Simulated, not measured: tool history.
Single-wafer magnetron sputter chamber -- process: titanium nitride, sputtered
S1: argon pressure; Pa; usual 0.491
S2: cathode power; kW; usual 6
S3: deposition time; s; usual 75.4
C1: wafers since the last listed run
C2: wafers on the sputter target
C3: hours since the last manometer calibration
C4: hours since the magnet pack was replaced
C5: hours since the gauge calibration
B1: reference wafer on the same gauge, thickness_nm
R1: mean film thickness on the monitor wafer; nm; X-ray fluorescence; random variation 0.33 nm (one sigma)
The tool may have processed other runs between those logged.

run 1 hour=0 | S1=0.491 S2=6 S3=75.4 | C1=0 C2=1999 C3=890.2 C4=5985.7 C5=1623.8 | B1=81.784 | R1=86.971
run 2 hour=62.1 | S1=0.491 S2=6 S3=72.2 | C1=621 C2=2621 C3=952.3 C4=6047.8 C5=1685.9 | B1=81.763 | R1=82.859
run 3 hour=157.3 | S1=0.491 S2=6 S3=82.7 | C1=953 C2=3574 C3=1047.5 C4=6143 C5=1781.1 | B1=81.729 | R1=95.491
run 4 hour=197.8 | S1=0.491 S2=6 S3=82.7 | C1=405 C2=3980 C3=1088 C4=6183.5 C5=1821.6 | B1=81.781 | R1=95.159
run 5 hour=287.1 | S1=0.354 S2=6 S3=75.4 | C1=894 C2=4874 C3=1177.3 C4=6272.8 C5=1910.9 | B1=81.814 | R1=90.902
run 6 hour=369.9 | S1=0.354 S2=6 S3=75.4 | C1=828 C2=5703 C3=1260.1 C4=6355.6 C5=1993.7 | B1=81.822 | R1=90.54
-- hour=386.6 sputter target and shields replaced
run 7 hour=451.7 | S1=0.491 S2=6 S3=75.4 | C1=738 C2=652 C3=1341.9 C4=6437.4 C5=2075.5 | B1=81.815 | R1=90.325
run 8 hour=518.3 | S1=0.491 S2=5.15 S3=75.4 | C1=666 C2=1319 C3=1408.5 C4=6504 C5=2142.1 | B1=81.851 | R1=76.96
run 9 hour=565.3 | S1=0.491 S2=5.15 S3=75.4 | C1=470 C2=1789 C3=1455.5 C4=6551 C5=2189.1 | B1=81.818 | R1=76.067
-- hour=586.6 capacitance manometer re-zeroed and calibrated
run 10 hour=648.2 | S1=0.491 S2=5.15 S3=75.4 | C1=749 C2=2539 C3=61.6 C4=6633.9 C5=2272 | B1=81.787 | R1=74.177
-- hour=690.9 gauge calibrated
run 11 hour=755 | S1=0.491 S2=6 S3=75.4 | C1=1069 C2=3608 C3=168.4 C4=6740.7 C5=64.1 | B1=81.792 | R1=85.972
run 12 hour=803.6 | S1=0.491 S2=6 S3=75.4 | C1=486 C2=4095 C3=217 C4=6789.3 C5=112.7 | B1=81.747 | R1=86.197
run 13 hour=894 | S1=0.491 S2=6 S3=75.4 | C1=905 C2=5000 C3=307.4 C4=6879.7 C5=203.1 | B1=81.782 | R1=85.256
-- hour=965.5 sputter target and shields replaced
run 14 hour=966.8 | S1=0.491 S2=6 S3=75.4 | C1=648 C2=12 C3=380.2 C4=6952.5 C5=275.9 | B1=81.878 | R1=88.801
run 15 hour=1107.9 | S1=0.491 S2=6 S3=75.4 | C1=1412 C2=1425 C3=521.3 C4=7093.6 C5=417 | B1=81.777 | R1=87.333
run 16 hour=1190.9 | S1=0.491 S2=7.1 S3=75.4 | C1=830 C2=2256 C3=604.3 C4=7176.6 C5=500 | B1=81.766 | R1=102.468
-- hour=1229 magnet pack replaced
run 17 hour=1280.2 | S1=0.541 S2=7.15 S3=69.8 | C1=813 C2=3070 C3=693.6 C4=51.2 C5=589.3 | B1=81.825 | R1=92.847
run 18 hour=1338 | S1=0.491 S2=6 S3=83.8 | C1=578 C2=3649 C3=751.4 C4=109 C5=647.1 | B1=81.743 | R1=94.977
run 19 hour=1380.3 | S1=0.627 S2=6.95 S3=79.6 | C1=423 C2=4072 C3=793.7 C4=151.3 C5=689.4 | B1=81.782 | R1=98.969
run 20 hour=1433.6 | S1=0.382 S2=6 S3=88.9 | C1=533 C2=4606 C3=847 C4=204.6 C5=742.7 | B1=81.775 | R1=105.002
run 21 hour=1500.4 | S1=0.491 S2=4.95 S3=60.9 | C1=668 C2=5275 C3=913.8 C4=271.4 C5=809.5 | B1=81.82 | R1=56.919
-- hour=1528.9 sputter target and shields replaced
run 22 hour=1586.4 | S1=0.491 S2=6 S3=75.4 | C1=780 C2=575 C3=999.8 C4=357.4 C5=895.5 | B1=81.779 | R1=89.487
run 23 hour=1647.2 | S1=0.491 S2=5.6 S3=63 | C1=608 C2=1184 C3=1060.6 C4=418.2 C5=956.3 | B1=81.771 | R1=68.721
run 24 hour=1714.8 | S1=0.491 S2=6 S3=75.4 | C1=676 C2=1861 C3=1128.2 C4=485.8 C5=1023.9 | B1=81.787 | R1=87.735
run 25 hour=1790 | S1=0.491 S2=4.85 S3=80.8 | C1=752 C2=2614 C3=1203.4 C4=561 C5=1099.1 | B1=81.809 | R1=75.428
run 26 hour=1851.6 | S1=0.574 S2=6 S3=89.9 | C1=616 C2=3230 C3=1265 C4=622.6 C5=1160.7 | B1=81.857 | R1=101.003
run 27 hour=1932.2 | S1=0.309 S2=6 S3=75.4 | C1=806 C2=4037 C3=1345.6 C4=703.2 C5=1241.3 | B1=81.755 | R1=93.102

Branching from run 27: 4 alternative next runs. What would each branch give?
run A hour=1932.6 | S1=0.491 S2=6 S3=85.9 | C1=4 C2=4041 C3=1346 C4=703.6 C5=1241.7 | B1=? | R1=?
run B hour=1932.6 | S1=0.391 S2=5.3 S3=65.8 | C1=4 C2=4041 C3=1346 C4=703.6 C5=1241.7 | B1=? | R1=?
run C hour=1932.6 | S1=0.491 S2=6 S3=65.6 | C1=4 C2=4041 C3=1346 C4=703.6 C5=1241.7 | B1=? | R1=?
run D hour=1932.6 | S1=0.57 S2=6 S3=75.4 | C1=4 C2=4041 C3=1346 C4=703.6 C5=1241.7 | B1=? | R1=?

run=A B1=81.854 R1=99.155
run=B B1=81.854 R1=69.403
run=C B1=81.854 R1=75.722
run=D B1=81.854 R1=84.763
What these runs would have given with no unlogged condition in the tool:
run=A R1=102.705
run=B R1=72.121
run=C R1=78.434
run=D R1=87.579

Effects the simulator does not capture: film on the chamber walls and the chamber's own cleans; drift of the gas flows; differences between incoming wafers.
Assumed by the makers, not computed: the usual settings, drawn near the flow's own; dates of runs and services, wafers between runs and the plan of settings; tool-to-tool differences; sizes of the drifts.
